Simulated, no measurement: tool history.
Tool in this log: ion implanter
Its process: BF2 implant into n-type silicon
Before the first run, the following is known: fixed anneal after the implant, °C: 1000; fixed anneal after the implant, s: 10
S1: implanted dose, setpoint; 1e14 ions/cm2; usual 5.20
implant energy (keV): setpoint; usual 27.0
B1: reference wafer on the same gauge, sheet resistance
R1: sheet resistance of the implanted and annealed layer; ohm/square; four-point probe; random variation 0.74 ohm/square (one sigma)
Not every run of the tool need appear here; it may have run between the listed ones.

run 1 hour=0.0 | S1=5.20 implant_energy_(keV)=27.0 | B1=197.93 | R1=232.35
run 2 hour=7.0 | S1=5.20 implant_energy_(keV)=27.0 | B1=198.05 | R1=233.80
run 3 hour=22.8 | S1=5.20 implant_energy_(keV)=21.5 | B1=198.21 | R1=246.92
run 4 hour=39.9 | S1=5.20 implant_energy_(keV)=27.0 | B1=198.00 | R1=234.66
run 5 hour=48.3 | S1=5.20 implant_energy_(keV)=27.0 | B1=197.90 | R1=233.17
run 6 hour=55.4 | S1=5.20 implant_energy_(keV)=27.0 | B1=197.77 | R1=232.87
run 7 hour=67.6 | S1=5.20 implant_energy_(keV)=27.0 | B1=197.75 | R1=231.35
-- hour=84.5 Faraday cup replaced and dose calibrated
run 8 hour=85.0 | S1=4.45 implant_energy_(keV)=24.0 | B1=198.02 | R1=266.89
run 9 hour=91.3 | S1=4.45 implant_energy_(keV)=24.0 | B1=198.08 | R1=267.22
run 10 hour=97.8 | S1=5.20 implant_energy_(keV)=27.0 | B1=198.06 | R1=233.25
run 11 hour=112.9 | S1=5.20 implant_energy_(keV)=27.0 | B1=198.06 | R1=232.69
run 12 hour=123.3 | S1=5.20 implant_energy_(keV)=27.0 | B1=198.03 | R1=233.33
run 13 hour=135.5 | S1=5.20 implant_energy_(keV)=27.0 | B1=198.12 | R1=233.72
-- hour=158.1 extraction supply calibrated
run 14 hour=158.6 | S1=5.20 implant_energy_(keV)=27.0 | B1=198.06 | R1=233.74
run 15 hour=167.6 | S1=5.20 implant_energy_(keV)=27.0 | B1=198.01 | R1=233.47
run 16 hour=175.8 | S1=5.20 implant_energy_(keV)=27.0 | B1=198.07 | R1=233.29
run 17 hour=192.1 | S1=5.20 implant_energy_(keV)=27.0 | B1=198.15 | R1=233.18
run 18 hour=198.2 | S1=6.11 implant_energy_(keV)=23.0 | B1=197.87 | R1=223.14
-- hour=213.9 gauge calibrated
run 19 hour=220.0 | S1=5.20 implant_energy_(keV)=27.0 | B1=197.99 | R1=233.75
run 20 hour=232.3 | S1=3.98 implant_energy_(keV)=19.5 | B1=198.09 | R1=299.08
run 21 hour=239.4 | S1=6.10 implant_energy_(keV)=34.5 | B1=198.08 | R1=196.63
run 22 hour=254.6 | S1=6.50 implant_energy_(keV)=34.0 | B1=197.90 | R1=188.98
run 23 hour=263.2 | S1=6.65 implant_energy_(keV)=22.0 | B1=198.05 | R1=216.55
run 24 hour=275.6 | S1=4.58 implant_energy_(keV)=20.0 | B1=198.00 | R1=273.99
run 25 hour=288.7 | S1=5.20 implant_energy_(keV)=27.0 | B1=198.01 | R1=234.40
run 26 hour=296.7 | S1=4.74 implant_energy_(keV)=32.5 | B1=198.00 | R1=240.37
run 27 hour=306.8 | S1=3.98 implant_energy_(keV)=33.0 | B1=198.07 | R1=276.54
run 28 hour=315.4 | S1=5.89 implant_energy_(keV)=32.0 | B1=197.87 | R1=204.59
run 29 hour=329.6 | S1=5.20 implant_energy_(keV)=33.0 | B1=198.04 | R1=224.10
run 30 hour=357.2 | S1=6.14 implant_energy_(keV)=19.5 | B1=198.02 | R1=236.89
run 31 hour=368.3 | S1=6.11 implant_energy_(keV)=23.0 | B1=198.20 | R1=222.62
run 32 hour=380.3 | S1=6.04 implant_energy_(keV)=20.0 | B1=198.00 | R1=234.37
run 33 hour=389.7 | S1=5.20 implant_energy_(keV)=27.0 | B1=197.85 | R1=233.76
run 34 hour=401.8 | S1=3.92 implant_energy_(keV)=34.5 | B1=197.96 | R1=280.43
run 35 hour=409.2 | S1=6.18 implant_energy_(keV)=34.0 | B1=198.00 | R1=195.45
run 36 hour=417.2 | S1=6.02 implant_energy_(keV)=36.5 | B1=197.85 | R1=196.42
run 37 hour=432.6 | S1=5.85 implant_energy_(keV)=27.0 | B1=197.95 | R1=217.06
run 38 hour=439.7 | S1=3.73 implant_energy_(keV)=18.0 | B1=197.94 | R1=320.99
run 39 hour=452.3 | S1=5.80 implant_energy_(keV)=30.0 | B1=197.87 | R1=211.39

What was the tool's hidden state at every run in the log?
deviation of the true dose from the Faraday cup's reading, %: 0, the same for each run
deviation of the true energy from its setpoint, %: 0, the same for each run
gauge reads high (%): 0, the same for each run

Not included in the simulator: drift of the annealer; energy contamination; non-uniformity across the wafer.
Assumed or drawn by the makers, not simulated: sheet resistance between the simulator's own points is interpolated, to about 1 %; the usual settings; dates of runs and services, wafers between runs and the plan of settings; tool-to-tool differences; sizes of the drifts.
